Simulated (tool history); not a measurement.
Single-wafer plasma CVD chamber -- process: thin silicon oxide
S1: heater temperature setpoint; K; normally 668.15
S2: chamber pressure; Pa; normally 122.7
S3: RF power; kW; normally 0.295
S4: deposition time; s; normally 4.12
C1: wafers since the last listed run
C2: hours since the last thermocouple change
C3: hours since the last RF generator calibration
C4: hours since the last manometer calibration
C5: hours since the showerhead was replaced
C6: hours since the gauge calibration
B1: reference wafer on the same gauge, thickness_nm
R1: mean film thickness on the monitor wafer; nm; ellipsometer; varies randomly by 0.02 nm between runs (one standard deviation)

run	hour	S1	S2	S3	S4	C1	C2	C3	C4	C5	C6	B1	R1
1	0	668.15	122.7	0.265	4.12	0	806	647.6	2778.4	5322.5	452.8	6.212	6.616
2	17.6	668.15	122.7	0.265	4.12	662	823.6	665.2	2796	5340.1	470.4	6.215	6.638
3	29.3	668.15	122.7	0.295	4.73	440	835.3	676.9	2807.7	5351.8	482.1	6.215	8.01
4	54.1	668.15	122.7	0.295	4.73	933	860.1	701.7	2832.5	5376.6	506.9	6.211	7.956
5	74	677.15	122.7	0.295	4.12	749	880	721.6	2852.4	5396.5	526.8	6.207	6.858
6	83.3	677.15	122.7	0.295	4.12	350	889.3	730.9	2861.7	5405.8	536.1	6.215	6.845
# hour 89: gauge calibrated
7	94.9	677.15	122.7	0.295	4.12	436	900.9	742.5	2873.3	5417.4	5.9	6.213	6.865
8	109	668.15	122.7	0.295	4.12	530	915	756.6	2887.4	5431.5	20	6.213	6.865
9	115.8	668.15	122.7	0.295	4.12	256	921.8	763.4	2894.2	5438.3	26.8	6.206	6.867
10	122.5	668.15	122.7	0.295	4.12	252	928.5	770.1	2900.9	5445	33.5	6.212	6.863
11	130	656.15	122.7	0.295	4.66	282	936	777.6	2908.4	5452.5	41	6.211	7.801
12	138	656.15	122.7	0.295	4.66	301	944	785.6	2916.4	5460.5	49	6.204	7.79
# hour 152.6: showerhead replaced
13	153.1	668.15	122.7	0.295	4.12	267	959.1	800.7	2931.5	0.5	64.1	6.206	6.839
14	157.2	668.15	122.7	0.295	4.12	154	963.2	804.8	2935.6	4.6	68.2	6.21	6.817
15	207.4	681.15	152.4	0.295	3.32	1890	1013.4	855	2985.8	54.8	118.4	6.208	6.568
# hour 225.4: thermocouple changed; heater temperature recalibrated
16	225.9	683.15	122.7	0.295	4.12	395	0.5	873.5	3004.3	73.3	136.9	6.209	6.735
# hour 238.3: RF generator calibrated
# hour 243: capacitance manometer re-zeroed and calibrated
17	243.5	668.15	101.6	0.35	3.58	187	18.1	5.2	0.5	90.9	154.5	6.21	5.938
18	251	675.15	106.3	0.27	3.43	282	25.6	12.7	8	98.4	162	6.21	5.341
19	262.9	668.15	122.7	0.295	4.12	448	37.5	24.6	19.9	110.3	173.9	6.21	7.774
20	280	668.15	122.7	0.295	4.12	643	54.6	41.7	37	127.4	191	6.21	7.744
21	296.4	660.15	101.2	0.325	4.65	617	71	58.1	53.4	143.8	207.4	6.203	7.495
22	305.4	677.15	122.7	0.295	4.56	338	80	67.1	62.4	152.8	216.4	6.204	8.548
23	319.3	672.15	111.1	0.295	4.12	523	93.9	81	76.3	166.7	230.3	6.205	7.045
24	332.4	682.15	122.7	0.295	4.12	493	107	94.1	89.4	179.8	243.4	6.212	7.727
25	373.6	668.15	122.7	0.295	4.12	1551	148.2	135.3	130.6	221	284.6	6.21	7.774
26	382.8	660.15	111.6	0.315	4.71	346	157.4	144.5	139.8	230.2	293.8	6.219	8.372
27	390	678.15	96.8	0.32	3.84	271	164.6	151.7	147	237.4	301	6.212	5.732
28	400.8	668.15	103.9	0.295	4.51	406	175.4	162.5	157.8	248.2	311.8	6.213	7.158

Below are 5 alternative next runs, each starting from the tool's condition after run 28. Predict each:
A	401.2	668.15	122.7	0.295	4.52	15	175.8	162.9	158.2	248.6	312.2	?	?
B	401.2	668.15	102.7	0.295	4.12	15	175.8	162.9	158.2	248.6	312.2	?	?
C	401.2	668.15	148.4	0.24	4.12	15	175.8	162.9	158.2	248.6	312.2	?	?
D	401.2	668.15	122.7	0.295	4.55	15	175.8	162.9	158.2	248.6	312.2	?	?
E	401.2	656.15	93.6	0.32	4.12	15	175.8	162.9	158.2	248.6	312.2	?	?

run	B1	R1
A	6.208	8.452
B	6.208	6.412
C	6.208	8.163
D	6.208	8.508
E	6.208	5.972
Stripped of hidden state, with their random variation kept, the same runs would have yielded:
run	R1
A	8.353
B	6.325
C	8.093
D	8.409
E	5.879
